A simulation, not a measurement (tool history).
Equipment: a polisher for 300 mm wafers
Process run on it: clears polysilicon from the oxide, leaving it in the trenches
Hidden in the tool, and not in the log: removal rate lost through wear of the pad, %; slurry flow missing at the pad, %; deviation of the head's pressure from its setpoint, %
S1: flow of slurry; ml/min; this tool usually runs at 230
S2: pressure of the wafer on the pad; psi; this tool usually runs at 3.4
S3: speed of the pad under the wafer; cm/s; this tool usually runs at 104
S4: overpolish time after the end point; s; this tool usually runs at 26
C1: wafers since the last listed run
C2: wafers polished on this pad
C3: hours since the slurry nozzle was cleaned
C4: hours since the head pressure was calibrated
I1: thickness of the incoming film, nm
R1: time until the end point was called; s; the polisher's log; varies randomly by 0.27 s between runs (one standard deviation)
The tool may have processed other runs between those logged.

{"run": 1, "hour": 0.0, "S1": 230, "S2": 3.4, "S3": 104, "S4": 26, "C1": 0, "C2": 612, "C3": 195.1, "C4": 1075.1, "I1": 482.6, "R1": 29.8}
{"run": 2, "hour": 13.6, "S1": 185, "S2": 3.4, "S3": 104, "S4": 26, "C1": 165, "C2": 778, "C3": 208.7, "C4": 1088.7, "I1": 475.7, "R1": 30.3}
{"run": 3, "hour": 20.2, "S1": 230, "S2": 3.4, "S3": 104, "S4": 26, "C1": 80, "C2": 858, "C3": 215.3, "C4": 1095.3, "I1": 470.9, "R1": 29.2}
{"run": 4, "hour": 28.4, "S1": 230, "S2": 3.4, "S3": 104, "S4": 26, "C1": 99, "C2": 958, "C3": 223.5, "C4": 1103.5, "I1": 480.1, "R1": 29.8}
{"hour": 36.5, "done": "slurry nozzle cleaned"}
{"run": 5, "hour": 41.1, "S1": 230, "S2": 3.4, "S3": 104, "S4": 26, "C1": 142, "C2": 1101, "C3": 4.6, "C4": 1116.2, "I1": 485.9, "R1": 28.4}
{"run": 6, "hour": 49.0, "S1": 175, "S2": 3.4, "S3": 86, "S4": 26, "C1": 96, "C2": 1197, "C3": 12.5, "C4": 1124.1, "I1": 482.8, "R1": 35.2}
{"run": 7, "hour": 66.0, "S1": 175, "S2": 3.4, "S3": 86, "S4": 26, "C1": 207, "C2": 1404, "C3": 29.5, "C4": 1141.1, "I1": 484.1, "R1": 36.4}
{"hour": 72.3, "done": "worn pad replaced by a new one"}
{"run": 8, "hour": 72.7, "S1": 175, "S2": 3.4, "S3": 86, "S4": 26, "C1": 32, "C2": 5, "C3": 36.2, "C4": 1147.8, "I1": 482.4, "R1": 36.2}
{"run": 9, "hour": 88.1, "S1": 175, "S2": 3.4, "S3": 130, "S4": 26, "C1": 187, "C2": 193, "C3": 51.6, "C4": 1163.2, "I1": 489.7, "R1": 24.5}
{"run": 10, "hour": 101.9, "S1": 230, "S2": 3.4, "S3": 104, "S4": 26, "C1": 168, "C2": 361, "C3": 65.4, "C4": 1177.0, "I1": 485.0, "R1": 29.0}
{"run": 11, "hour": 112.1, "S1": 230, "S2": 3.4, "S3": 104, "S4": 26, "C1": 124, "C2": 485, "C3": 75.6, "C4": 1187.2, "I1": 486.6, "R1": 29.1}
{"run": 12, "hour": 127.1, "S1": 230, "S2": 3.4, "S3": 104, "S4": 26, "C1": 182, "C2": 668, "C3": 90.6, "C4": 1202.2, "I1": 485.7, "R1": 29.4}
{"run": 13, "hour": 143.6, "S1": 230, "S2": 2.8, "S3": 104, "S4": 26, "C1": 201, "C2": 869, "C3": 107.1, "C4": 1218.7, "I1": 481.1, "R1": 35.4}
{"run": 14, "hour": 156.3, "S1": 310, "S2": 3.4, "S3": 104, "S4": 26, "C1": 154, "C2": 1024, "C3": 119.8, "C4": 1231.4, "I1": 480.8, "R1": 28.2}
{"hour": 192.1, "done": "worn pad replaced by a new one"}
{"run": 15, "hour": 207.4, "S1": 270, "S2": 3.4, "S3": 104, "S4": 26, "C1": 574, "C2": 186, "C3": 170.9, "C4": 1282.5, "I1": 483.9, "R1": 29.1}
{"run": 16, "hour": 215.2, "S1": 165, "S2": 3.4, "S3": 80, "S4": 26, "C1": 95, "C2": 281, "C3": 178.7, "C4": 1290.3, "I1": 479.7, "R1": 40.5}
{"run": 17, "hour": 228.7, "S1": 230, "S2": 2.7, "S3": 104, "S4": 26, "C1": 164, "C2": 446, "C3": 192.2, "C4": 1303.8, "I1": 481.7, "R1": 36.7}
{"hour": 242.8, "done": "head pressure recalibrated"}
{"run": 18, "hour": 243.3, "S1": 230, "S2": 3.4, "S3": 86, "S4": 26, "C1": 153, "C2": 600, "C3": 206.8, "C4": 0.5, "I1": 488.5, "R1": 36.8}
{"run": 19, "hour": 253.9, "S1": 230, "S2": 3.4, "S3": 104, "S4": 26, "C1": 129, "C2": 729, "C3": 217.4, "C4": 11.1, "I1": 482.5, "R1": 30.0}
{"run": 20, "hour": 268.6, "S1": 205, "S2": 3.4, "S3": 104, "S4": 26, "C1": 179, "C2": 908, "C3": 232.1, "C4": 25.8, "I1": 476.8, "R1": 30.2}
{"run": 21, "hour": 286.4, "S1": 230, "S2": 3.4, "S3": 104, "S4": 34, "C1": 217, "C2": 1125, "C3": 249.9, "C4": 43.6, "I1": 475.1, "R1": 29.7}
{"hour": 293.1, "done": "slurry nozzle cleaned"}
{"hour": 293.8, "done": "worn pad replaced by a new one"}
{"run": 22, "hour": 294.3, "S1": 285, "S2": 2.3, "S3": 104, "S4": 26, "C1": 75, "C2": 5, "C3": 1.2, "C4": 51.5, "I1": 486.4, "R1": 40.1}
{"run": 23, "hour": 309.3, "S1": 270, "S2": 3.4, "S3": 104, "S4": 26, "C1": 182, "C2": 188, "C3": 16.2, "C4": 66.5, "I1": 488.3, "R1": 28.6}
{"run": 24, "hour": 316.3, "S1": 230, "S2": 4.3, "S3": 104, "S4": 14, "C1": 85, "C2": 274, "C3": 23.2, "C4": 73.5, "I1": 484.9, "R1": 23.3}
{"run": 25, "hour": 332.7, "S1": 305, "S2": 4.3, "S3": 104, "S4": 26, "C1": 199, "C2": 473, "C3": 39.6, "C4": 89.9, "I1": 485.3, "R1": 22.9}
{"run": 26, "hour": 341.7, "S1": 230, "S2": 3.4, "S3": 104, "S4": 26, "C1": 109, "C2": 583, "C3": 48.6, "C4": 98.9, "I1": 478.4, "R1": 28.6}
{"run": 27, "hour": 351.0, "S1": 295, "S2": 3.4, "S3": 104, "S4": 26, "C1": 113, "C2": 697, "C3": 57.9, "C4": 108.2, "I1": 476.3, "R1": 27.4}
{"run": 28, "hour": 366.6, "S1": 230, "S2": 3.4, "S3": 104, "S4": 26, "C1": 190, "C2": 887, "C3": 73.5, "C4": 123.8, "I1": 483.1, "R1": 29.2}
{"run": 29, "hour": 379.8, "S1": 230, "S2": 3.4, "S3": 104, "S4": 26, "C1": 160, "C2": 1048, "C3": 86.7, "C4": 137.0, "I1": 474.9, "R1": 29.0}
{"hour": 390.4, "done": "worn pad replaced by a new one"}
{"run": 30, "hour": 406.0, "S1": 295, "S2": 3.4, "S3": 114, "S4": 15, "C1": 270, "C2": 189, "C3": 112.9, "C4": 163.2, "I1": 487.8, "R1": 26.3}
{"run": 31, "hour": 415.2, "S1": 255, "S2": 3.4, "S3": 72, "S4": 34, "C1": 112, "C2": 302, "C3": 122.1, "C4": 172.4, "I1": 479.8, "R1": 42.0}
{"run": 32, "hour": 421.8, "S1": 195, "S2": 4.5, "S3": 124, "S4": 41, "C1": 80, "C2": 382, "C3": 128.7, "C4": 179.0, "I1": 478.6, "R1": 19.1}
{"run": 33, "hour": 434.7, "S1": 285, "S2": 3.9, "S3": 138, "S4": 12, "C1": 157, "C2": 539, "C3": 141.6, "C4": 191.9, "I1": 481.3, "R1": 19.0}
{"run": 34, "hour": 446.8, "S1": 300, "S2": 2.7, "S3": 76, "S4": 36, "C1": 147, "C2": 687, "C3": 153.7, "C4": 204.0, "I1": 471.7, "R1": 47.3}

How would selected steps in R1 from run to run divide? Give the signed amount a tool lacking its hidden state would still show from settings, what came in and random variation, and the signed amount left for the hidden state, including any gauge scatter that is not in both of the compared results.
Run 4 -> 5: slurry nozzle cleaned. R1 -1.4 s: hidden state -1.5, all else +0.1.
Run 15 -> 16: S1 270 -> 165, S3 104 -> 80. R1 +11.4 s: hidden state +1.4, all else +10.0.
Run 21 -> 22: S1 230 -> 285, S2 3.4 -> 2.3, S4 34 -> 26, slurry nozzle cleaned, worn pad replaced by a new one. R1 +10.4 s: hidden state -1.6, all else +12.0.
Run 30 -> 31: S1 295 -> 255, S3 114 -> 72, S4 15 -> 34. R1 +15.7 s: hidden state +0.7, all else +15.0.
Run 31 -> 32: S1 255 -> 195, S2 3.4 -> 4.5, S3 72 -> 124, S4 34 -> 41. R1 -22.9 s: hidden state -0.6, all else -22.3.
Run 33 -> 34: S1 285 -> 300, S2 3.9 -> 2.7, S3 138 -> 76, S4 12 -> 36. R1 +28.3 s: hidden state +1.0, all else +27.3.
